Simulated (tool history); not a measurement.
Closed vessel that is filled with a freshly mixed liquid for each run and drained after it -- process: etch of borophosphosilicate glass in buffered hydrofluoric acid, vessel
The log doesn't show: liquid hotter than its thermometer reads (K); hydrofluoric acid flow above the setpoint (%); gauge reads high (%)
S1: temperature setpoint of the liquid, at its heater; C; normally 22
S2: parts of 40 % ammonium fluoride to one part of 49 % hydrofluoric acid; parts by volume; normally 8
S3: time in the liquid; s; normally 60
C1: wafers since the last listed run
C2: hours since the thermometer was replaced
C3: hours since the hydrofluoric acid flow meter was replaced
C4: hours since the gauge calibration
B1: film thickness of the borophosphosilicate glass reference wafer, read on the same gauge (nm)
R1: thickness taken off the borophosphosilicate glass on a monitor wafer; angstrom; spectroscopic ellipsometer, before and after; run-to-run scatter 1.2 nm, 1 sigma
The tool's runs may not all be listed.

run 1 day=0 | S1=22 S2=8 S3=60 | C1=0 C2=671.7 C3=402.7 C4=1507 | B1=60.02 | R1=1727.9
-- day=3.5 hydrofluoric acid flow meter replaced
run 2 day=4.196 | S1=22 S2=8 S3=60 | C1=13385 C2=772.4 C3=16.7 C4=1607.7 | B1=60.02 | R1=1732.3
run 3 day=7.921 | S1=22 S2=8 S3=60 | C1=12002 C2=861.8 C3=106.1 C4=1697.1 | B1=60 | R1=1760.7
run 4 day=11.588 | S1=22 S2=8 S3=60 | C1=11814 C2=949.8 C3=194.1 C4=1785.1 | B1=60.03 | R1=1755.9
-- day=18.867 hydrofluoric acid flow meter replaced
run 5 day=20.429 | S1=20.5 S2=8 S3=60 | C1=28354 C2=1162 C3=37.5 C4=1997.3 | B1=59.99 | R1=1604.3
run 6 day=22.392 | S1=20.5 S2=8 S3=60 | C1=6323 C2=1209.1 C3=84.6 C4=2044.4 | B1=60 | R1=1601.4
run 7 day=24.596 | S1=22 S2=9.5 S3=60 | C1=7102 C2=1262 C3=137.5 C4=2097.3 | B1=59.99 | R1=1491.1
run 8 day=26.925 | S1=22 S2=9.5 S3=60 | C1=7504 C2=1317.9 C3=193.4 C4=2153.2 | B1=59.99 | R1=1493.3
run 9 day=28.454 | S1=22 S2=8 S3=60 | C1=4927 C2=1354.6 C3=230.1 C4=2189.9 | B1=60 | R1=1762.8
-- day=31.554 gauge calibrated
run 10 day=32.133 | S1=25 S2=8 S3=60 | C1=11854 C2=1442.9 C3=318.4 C4=13.9 | B1=59.99 | R1=2074.5
run 11 day=34.679 | S1=25 S2=8 S3=60 | C1=8202 C2=1504 C3=379.5 C4=75 | B1=60 | R1=2080.1
-- day=37.238 hydrofluoric acid flow meter replaced
run 12 day=38.112 | S1=25 S2=8 S3=60 | C1=10928 C2=1586.4 C3=21 C4=157.4 | B1=60.01 | R1=2047.2
run 13 day=41.933 | S1=23.5 S2=9 S3=75 | C1=12311 C2=1678.1 C3=112.7 C4=249.1 | B1=59.99 | R1=2096.5
run 14 day=53.429 | S1=22 S2=8 S3=90 | C1=37040 C2=1954 C3=388.6 C4=525 | B1=60.01 | R1=2630
-- day=54.35 hydrofluoric acid flow meter replaced
run 15 day=56.342 | S1=22 S2=8 S3=70 | C1=9250 C2=2023.9 C3=47.8 C4=594.9 | B1=60 | R1=2058.3
-- day=56.496 thermometer replaced
run 16 day=58.562 | S1=27 S2=8 S3=60 | C1=7021 C2=49.6 C3=101.1 C4=648.2 | B1=59.99 | R1=2237.1
run 17 day=62.071 | S1=22 S2=8 S3=60 | C1=11304 C2=133.8 C3=185.3 C4=732.4 | B1=60 | R1=1725.9
run 18 day=65.712 | S1=22 S2=9 S3=80 | C1=11733 C2=221.2 C3=272.7 C4=819.8 | B1=60.01 | R1=2026.5
run 19 day=68.5 | S1=20 S2=8 S3=35 | C1=8981 C2=288.1 C3=339.6 C4=886.7 | B1=59.99 | R1=890.6
-- day=70.358 hydrofluoric acid flow meter replaced
run 20 day=70.45 | S1=20 S2=8 S3=30 | C1=6148 C2=334.9 C3=2.2 C4=933.5 | B1=60 | R1=775.4
run 21 day=73.288 | S1=22 S2=8 S3=60 | C1=9142 C2=403 C3=70.3 C4=1001.6 | B1=59.99 | R1=1723.4
run 22 day=77.304 | S1=22 S2=7 S3=60 | C1=12942 C2=499.4 C3=166.7 C4=1098 | B1=59.98 | R1=2001.6
run 23 day=81.292 | S1=27 S2=5.5 S3=60 | C1=12848 C2=595.1 C3=262.4 C4=1193.7 | B1=59.99 | R1=3230.5
run 24 day=85.708 | S1=20 S2=5.5 S3=45 | C1=14230 C2=701.1 C3=368.4 C4=1299.7 | B1=60.03 | R1=1667.1
run 25 day=90.088 | S1=17.5 S2=10 S3=30 | C1=14110 C2=806.2 C3=473.5 C4=1404.8 | B1=60 | R1=557.7

Each row is a separate what-if for the run after 25, all from the same tool condition, not one after another. Results?
run A day=90.117 | S1=20 S2=8 S3=60 | C1=93 C2=806.9 C3=474.2 C4=1405.5 | B1=? | R1=?
run B day=90.117 | S1=22 S2=9.5 S3=85 | C1=93 C2=806.9 C3=474.2 C4=1405.5 | B1=? | R1=?
run C day=90.117 | S1=18 S2=10 S3=95 | C1=93 C2=806.9 C3=474.2 C4=1405.5 | B1=? | R1=?
run D day=90.117 | S1=25 S2=9.5 S3=90 | C1=93 C2=806.9 C3=474.2 C4=1405.5 | B1=? | R1=?
run E day=90.117 | S1=20.5 S2=9 S3=60 | C1=93 C2=806.9 C3=474.2 C4=1405.5 | B1=? | R1=?

run=A B1=59.99 R1=1572.2
run=B B1=59.99 R1=2109.8
run=C B1=59.99 R1=1830.2
run=D B1=59.99 R1=2626.4
run=E B1=59.99 R1=1420.1
Without the tool's hidden state the same runs would have given:
run=A R1=1548.1
run=B R1=2077.9
run=C R1=1801.7
run=D R1=2587.3
run=E R1=1398.4
